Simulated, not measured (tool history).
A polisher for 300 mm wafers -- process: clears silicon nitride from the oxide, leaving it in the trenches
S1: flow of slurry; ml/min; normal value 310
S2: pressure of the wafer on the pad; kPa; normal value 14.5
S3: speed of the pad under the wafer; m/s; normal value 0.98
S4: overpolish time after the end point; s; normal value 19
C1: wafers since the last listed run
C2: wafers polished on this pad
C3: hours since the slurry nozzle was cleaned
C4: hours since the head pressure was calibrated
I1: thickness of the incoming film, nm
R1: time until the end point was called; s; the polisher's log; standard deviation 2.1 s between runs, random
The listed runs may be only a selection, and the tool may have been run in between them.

run    hour   S1    S2    S3  S4   C1    C2     C3      C4    I1     R1
  1     0.0  310  14.5  0.98  19    0   558  251.0   657.9  81.7  111.5
       55.5  -- slurry nozzle cleaned
  2    71.8  310  14.5  0.98  19  601  1160   16.3   729.7  81.6  110.6
  3   123.9  230  14.5  0.98  19  442  1603   68.4   781.8  80.3  109.2
  4   180.1  230  14.5  0.98  19  477  2081  124.6   838.0  80.2  110.8
      209.6  -- worn pad replaced by a new one
  5   227.4  230  14.5  0.98  19  368   151  171.9   885.3  81.2  112.0
  6   286.8  275  14.5  0.98  19  504   656  231.3   944.7  78.7  105.2
  7   344.6  310  14.5  0.98  16  491  1147  289.1  1002.5  81.2  107.1
      352.9  -- slurry nozzle cleaned
  8   399.5  310  14.5  0.98  16  458  1606   46.6  1057.4  81.0  106.1
  9   460.2  310  14.5  0.98  16  516  2122  107.3  1118.1  79.4  102.6
      526.3  -- worn pad replaced by a new one
 10   549.1  310  14.5  0.98  19  721   193  196.2  1207.0  79.2  103.1
 11   594.1  310  14.5  0.98  19  382   576  241.2  1252.0  80.8  103.2
      637.1  -- slurry nozzle cleaned
      649.7  -- head pressure recalibrated
 12   661.0  310  14.5  0.98  19  543  1119   23.9    11.3  79.8  115.7
 13   707.8  310  14.5  0.98  19  397  1517   70.7    58.1  80.1  114.7
 14   753.1  310  14.5  0.98  19  385  1902  116.0   103.4  79.8  115.1
 15   806.8  310  14.5  0.98  15  456  2359  169.7   157.1  78.8  112.6
      848.7  -- worn pad replaced by a new one
 16   863.3  220  17.2  0.98  28  446   124  226.2   213.6  78.5   97.1
 17   920.3  345  14.5  1.10  19  484   609  283.2   270.6  80.2   99.4
      925.8  -- slurry nozzle cleaned
 18   954.4  310  14.5  0.68  19  281   890   28.6   304.7  78.8  159.1
 19   991.1  355  14.5  0.70  19  311  1202   65.3   341.4  81.8  158.7
 20  1018.8  310  14.5  0.98  19  235  1437   93.0   369.1  81.2  113.6
 21  1055.8  215  15.9  0.98  19  314  1752  130.0   406.1  81.3  104.5
     1103.7  -- worn pad replaced by a new one
 22  1104.2  310  14.5  0.98  19  377     4  178.4   454.5  80.9  109.9
 23  1155.2  310  14.5  0.98  19  433   437  229.4   505.5  80.2  109.4
 24  1211.7  310  14.5  0.98  19  480   917  285.9   562.0  80.1  109.7
     1241.6  -- slurry nozzle cleaned
 25  1256.0  370  15.9  0.98  28  368  1286   14.4   606.3  79.0   96.4
 26  1323.7  375  14.5  0.72  14  575  1861   82.1   674.0  80.4  138.6
 27  1369.2  240  16.5  1.22  23  386  2248  127.6   719.5  79.8   76.6
 28  1427.2  310  14.5  0.98  27  493  2741  185.6   777.5  78.5  105.9
     1432.7  -- worn pad replaced by a new one
 29  1473.6  260  18.6  1.08   8  360   347  232.0   823.9  78.7   76.1

State the hidden condition of the tool at each of the runs:
removal rate lost through wear of the pad, %: 0 at every run
slurry flow missing at the pad, %: 0 at every run
H1: deviation of the head's pressure from its setpoint, %
run    H1
  1  7.43
  2  8.14
  3  8.65
  4  9.19
  5  9.66
  6  10.2
  7  10.8
  8  11.3
  9  11.9
 10  12.8
 11  13.2
 12  1.53
 13  1.99
 14  2.43
 15  2.96
 16  3.51
 17  4.07
 18   4.4
 19  4.76
 20  5.03
 21  5.39
 22  5.86
 23  6.36
 24  6.91
 25  7.35
 26  8.01
 27  8.45
 28  9.02
 29  9.47
